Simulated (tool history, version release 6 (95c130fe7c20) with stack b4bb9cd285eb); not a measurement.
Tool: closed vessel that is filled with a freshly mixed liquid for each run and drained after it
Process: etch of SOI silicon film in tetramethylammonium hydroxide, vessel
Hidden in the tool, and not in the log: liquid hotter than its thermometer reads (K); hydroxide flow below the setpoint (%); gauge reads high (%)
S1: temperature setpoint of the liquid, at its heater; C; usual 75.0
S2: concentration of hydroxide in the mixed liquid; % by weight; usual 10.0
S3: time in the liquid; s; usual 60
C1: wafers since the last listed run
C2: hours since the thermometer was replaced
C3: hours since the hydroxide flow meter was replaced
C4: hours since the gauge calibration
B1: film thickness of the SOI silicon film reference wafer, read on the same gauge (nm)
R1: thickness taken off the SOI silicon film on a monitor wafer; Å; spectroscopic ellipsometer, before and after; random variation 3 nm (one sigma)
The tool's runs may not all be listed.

| run | hour | S1 | S2 | S3 | C1 | C2 | C3 | C4 | B1 | R1 |
|---|---|---|---|---|---|---|---|---|---|---|
| 1 | 0.0 | 75.0 | 8.0 | 60 | 0 | 1028.4 | 457.3 | 2589.2 | 76.79 | 6001.8 |
| 2 | 85.3 | 75.0 | 8.0 | 60 | 11174 | 1113.7 | 542.6 | 2674.5 | 76.74 | 5939.4 |
| 3 | 135.7 | 75.0 | 10.0 | 60 | 6602 | 1164.1 | 593.0 | 2724.9 | 76.77 | 5527.8 |
| 4 | 208.0 | 75.0 | 10.0 | 60 | 9471 | 1236.4 | 665.3 | 2797.2 | 76.73 | 5544.0 |
| 5 | 308.3 | 75.0 | 10.0 | 60 | 13139 | 1336.7 | 765.6 | 2897.5 | 76.72 | 5515.8 |
| 6 | 371.5 | 75.0 | 10.0 | 60 | 8279 | 1399.9 | 828.8 | 2960.7 | 76.67 | 5453.7 |
| 7 | 463.9 | 75.0 | 10.0 | 60 | 12104 | 1492.3 | 921.2 | 3053.1 | 76.66 | 5501.8 |
| 8 | 513.2 | 75.0 | 10.0 | 60 | 6458 | 1541.6 | 970.5 | 3102.4 | 76.67 | 5478.5 |
| 9 | 609.8 | 75.0 | 10.0 | 60 | 12655 | 1638.2 | 1067.1 | 3199.0 | 76.66 | 5487.5 |
| 10 | 710.4 | 75.0 | 10.0 | 60 | 13179 | 1738.8 | 1167.7 | 3299.6 | 76.64 | 5513.7 |
| 11 | 778.6 | 75.0 | 10.0 | 60 | 8934 | 1807.0 | 1235.9 | 3367.8 | 76.64 | 5494.6 |
| 12 | 818.3 | 75.0 | 10.0 | 60 | 5200 | 1846.7 | 1275.6 | 3407.5 | 76.63 | 5481.1 |
|  | 933.6 | gauge calibrated |
| 13 | 967.0 | 82.5 | 10.0 | 60 | 19480 | 1995.4 | 1424.3 | 33.4 | 80.10 | 8753.6 |
| 14 | 1032.9 | 78.0 | 12.0 | 30 | 8633 | 2061.3 | 1490.2 | 99.3 | 79.90 | 3162.6 |
| 15 | 1076.8 | 75.0 | 8.0 | 60 | 5751 | 2105.2 | 1534.1 | 143.2 | 79.83 | 6256.8 |
| 16 | 1147.6 | 75.0 | 10.0 | 60 | 9275 | 2176.0 | 1604.9 | 214.0 | 79.63 | 5708.6 |
| 17 | 1248.8 | 69.0 | 8.0 | 95 | 13257 | 2277.2 | 1706.1 | 315.2 | 79.39 | 6894.5 |
| 18 | 1354.6 | 75.0 | 10.0 | 60 | 13860 | 2383.0 | 1811.9 | 421.0 | 79.15 | 5752.7 |
| 19 | 1426.2 | 79.5 | 9.0 | 30 | 9379 | 2454.6 | 1883.5 | 492.6 | 79.08 | 3801.4 |
| 20 | 1473.4 | 82.5 | 11.5 | 80 | 6183 | 2501.8 | 1930.7 | 539.8 | 78.94 | 11052.6 |
| 21 | 1576.8 | 75.0 | 7.0 | 50 | 13545 | 2605.2 | 2034.1 | 643.2 | 78.81 | 5251.6 |
| 22 | 1650.1 | 75.0 | 10.0 | 50 | 9602 | 2678.5 | 2107.4 | 716.5 | 78.71 | 4725.0 |
|  | 1718.0 | hydroxide flow meter replaced |
| 23 | 1729.5 | 68.0 | 10.0 | 60 | 10270 | 2757.9 | 11.5 | 795.9 | 78.56 | 3765.8 |
|  | 1733.8 | thermometer replaced |
| 24 | 1791.1 | 75.0 | 10.0 | 60 | 7938 | 57.3 | 73.1 | 857.5 | 78.45 | 5678.5 |
| 25 | 1838.3 | 75.0 | 10.0 | 80 | 6183 | 104.5 | 120.3 | 904.7 | 78.44 | 7553.1 |
| 26 | 1907.8 | 68.0 | 8.0 | 30 | 9104 | 174.0 | 189.8 | 974.2 | 78.33 | 2018.1 |
| 27 | 2002.2 | 75.0 | 10.0 | 60 | 12366 | 268.4 | 284.2 | 1068.6 | 78.24 | 5556.6 |
| 28 | 2070.7 | 81.5 | 11.0 | 85 | 8973 | 336.9 | 352.7 | 1137.1 | 78.15 | 11063.9 |
| 29 | 2125.0 | 78.0 | 10.0 | 60 | 7113 | 391.2 | 407.0 | 1191.4 | 78.07 | 6670.1 |
| 30 | 2213.5 | 75.0 | 7.5 | 45 | 11593 | 479.7 | 495.5 | 1279.9 | 78.04 | 4620.9 |
| 31 | 2268.7 | 75.0 | 10.0 | 60 | 7231 | 534.9 | 550.7 | 1335.1 | 77.94 | 5624.4 |
| 32 | 2347.1 | 82.5 | 10.0 | 30 | 10270 | 613.3 | 629.1 | 1413.5 | 77.89 | 4206.4 |
| 33 | 2419.9 | 75.0 | 10.0 | 60 | 9537 | 686.1 | 701.9 | 1486.3 | 77.87 | 5589.7 |
| 34 | 2482.3 | 82.5 | 7.0 | 35 | 8174 | 748.5 | 764.3 | 1548.7 | 77.79 | 5571.7 |

Measured less the same run without the tool's hidden state. The same run-to-run variation is in both; the gauge's scatter may not be:
| run | R1 |
|---|---|
| 1 | -251.7 |
| 2 | -250.9 |
| 3 | -234.4 |
| 4 | -236.5 |
| 5 | -237.0 |
| 6 | -235.3 |
| 7 | -238.6 |
| 8 | -238.3 |
| 9 | -239.9 |
| 10 | -242.2 |
| 11 | -242.1 |
| 12 | -242.0 |
| 13 | +9.3 |
| 14 | -3.7 |
| 15 | -16.0 |
| 16 | -26.9 |
| 17 | -52.4 |
| 18 | -59.6 |
| 19 | -46.0 |
| 20 | -145.7 |
| 21 | -80.9 |
| 22 | -79.8 |
| 23 | -69.2 |
| 24 | -110.5 |
| 25 | -152.9 |
| 26 | -43.1 |
| 27 | -126.5 |
| 28 | -262.5 |
| 29 | -163.0 |
| 30 | -118.0 |
| 31 | -147.2 |
| 32 | -113.7 |
| 33 | -155.3 |
| 34 | -158.2 |
